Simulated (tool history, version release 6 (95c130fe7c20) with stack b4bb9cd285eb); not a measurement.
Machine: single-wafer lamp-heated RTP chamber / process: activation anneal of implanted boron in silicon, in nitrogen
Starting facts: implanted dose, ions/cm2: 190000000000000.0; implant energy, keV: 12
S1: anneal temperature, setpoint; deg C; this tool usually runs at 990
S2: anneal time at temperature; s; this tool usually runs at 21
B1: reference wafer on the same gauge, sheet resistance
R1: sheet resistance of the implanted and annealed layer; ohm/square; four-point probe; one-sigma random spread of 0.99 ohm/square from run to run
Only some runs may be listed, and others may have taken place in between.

run    hour    S1  S2      B1      R1
  1       0   990  21  529.57  602.53
  2   105.8   990  21   528.9  601.17
  3   161.4  1005  21  529.16  593.99
      212.7  -- pyrometer window cleaned and pyrometer calibrated
  4   267.7  1005  21  529.14  597.91
  5   320.5  1005  21  528.89  596.06
      335.7  -- reflector plate cleaned
  6   426.5   990  21  528.89  602.06
  7   471.3   990  21  528.92  602.62
  8   549.9   990  27  528.68  599.52
  9   601.4   990  27  528.68  598.16
 10   664.6   990  21  528.82  598.49
      694.3  -- pyrometer window cleaned and pyrometer calibrated
 11   755.4   990  21   528.8  605.84
 12   801.7   990  21  529.19  603.78
 13   875.8   999  16  529.18  600.36
      928.7  -- reflector plate cleaned
 14   940.8   990  13  529.21  604.83
 15  1047.4   990  13  528.54  603.21
 16  1142.5   973  17  529.01  611.58
     1185.9  -- pyrometer window cleaned and pyrometer calibrated
 17  1192.9  1010  29  529.24  593.86
     1443.1  -- reflector plate cleaned
 18  1455.7   990  21  528.82  600.06
     1480.8  -- gauge calibrated
 19  1515.7   979  21   529.4  605.82
 20    1614   965  12  528.78  620.61
     1670.9  -- pyrometer window cleaned and pyrometer calibrated
 21  1711.3   990  21   529.3  603.91
 22  1836.8   990  26  529.19  600.73
 23  1942.2  1012  21  528.75  596.84
     1998.3  -- reflector plate cleaned
 24  2007.4   990  32   529.2  597.65
 25  2058.1   990  21  529.14  601.22
 26  2102.6  1017  16  528.86   595.7
 27  2197.2  1009  34  528.57  592.57
     2214.1  -- pyrometer window cleaned and pyrometer calibrated
 28  2264.6   977  21  529.23  610.31

Exercise: give the hidden state of the tool at every run:
wafer temperature error from the tarnished reflector plate, K: 0, the same for each run
gauge reads high (%): 0, the same for each run
H1: true wafer temperature minus pyrometer reading, K
run     H1
  1   5.33
  2   8.87
  3   11.2
  4   1.18
  5   1.64
  6   3.43
  7   4.54
  8      7
  9   8.96
 10   11.8
 11  0.428
 12  0.838
 13   1.96
 14   3.42
 15   6.78
 16   10.8
 17  0.505
 18   4.32
 19   6.21
 20   10.1
 21   1.36
 22   2.72
 23   5.14
 24   7.22
 25   9.15
 26   11.1
 27   15.8
 28   2.79
